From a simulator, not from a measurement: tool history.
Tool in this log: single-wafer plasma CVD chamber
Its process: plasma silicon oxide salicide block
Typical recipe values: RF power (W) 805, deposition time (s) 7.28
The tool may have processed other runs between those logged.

run	hour	RF power (W)	deposition time (s)	wafers since the last listed run	hours since the last RF generator calibration	hours since the showerhead was replaced	hours since the gauge calibration	read-back reference wafer on the same gauge, thickness_nm	mean film thickness on the monitor wafer (nm)
1	0	805	7.28	0	1593.8	2847.1	412.1	85.876	82.511
2	46.7	805	7.28	1445	1640.5	2893.8	458.8	85.799	82.624
3	101.4	805	7.28	1693	1695.2	2948.5	513.5	85.8	82.75
4	126.4	805	7.28	773	1720.2	2973.5	538.5	85.803	82.769
5	182	805	7.28	1720	1775.8	3029.1	594.1	85.874	82.689
6	210.4	730	6.55	879	1804.2	3057.5	622.5	85.79	73.754
7	251.7	805	6.4	1278	1845.5	3098.8	663.8	85.862	73.288
8	293.3	805	7.28	1287	1887.1	3140.4	705.4	85.918	82.417
9	338.7	805	7.28	1405	1932.5	3185.8	750.8	85.634	83.001
# hour 494.7: RF generator calibrated
# hour 510.8: gauge calibrated
10	517.1	805	7.28	5274	22.4	3364.2	6.3	85.835	83.834
11	563.1	805	8.04	1423	68.4	3410.2	52.3	85.795	92.119
# hour 588.1: showerhead replaced
12	629.1	805	8.04	1795	134.4	41	118.3	85.889	92.353
13	660.1	660	7.94	959	165.4	72	149.3	85.801	87.487
14	705.5	805	6.9	1405	210.8	117.4	194.7	86.004	78.976
15	747.5	935	7.98	1299	252.8	159.4	236.7	85.855	93.506
16	802.9	805	7.28	1714	308.2	214.8	292.1	85.731	82.495
17	944.2	805	7.28	4373	449.5	356.1	433.4	85.878	83.81
18	968.8	805	7.28	761	474.1	380.7	458	85.918	84.122
19	1000.2	855	6.71	971	505.5	412.1	489.4	85.963	78.107
20	1038.9	935	7.28	1197	544.2	450.8	528.1	85.67	85.77
21	1068.9	805	8.54	928	574.2	480.8	558.1	85.859	97.526
22	1116.8	805	7.28	1482	622.1	528.7	606	85.818	83.418
23	1149.8	805	8.04	1021	655.1	561.7	639	85.925	92.016
24	1217.3	945	8.41	2089	722.6	629.2	706.5	85.694	98.308

What if the next run were any one of these 4? Each begins from the tool's condition after run 24:
A	1217.7	805	7.28	12	723	629.6	706.9	?	?
B	1217.7	725	6.36	12	723	629.6	706.9	?	?
C	1217.7	880	6.07	12	723	629.6	706.9	?	?
D	1217.7	740	8	12	723	629.6	706.9	?	?

run	read-back reference wafer on the same gauge, thickness_nm	mean film thickness on the monitor wafer (nm)
A	85.856	83.436
B	85.856	71.786
C	85.856	70.525
D	85.856	90.561
Take away the tool's hidden state, keep each run's random variation, and the runs would have read:
run	mean film thickness on the monitor wafer (nm)
A	83.436
B	71.786
C	70.525
D	90.561

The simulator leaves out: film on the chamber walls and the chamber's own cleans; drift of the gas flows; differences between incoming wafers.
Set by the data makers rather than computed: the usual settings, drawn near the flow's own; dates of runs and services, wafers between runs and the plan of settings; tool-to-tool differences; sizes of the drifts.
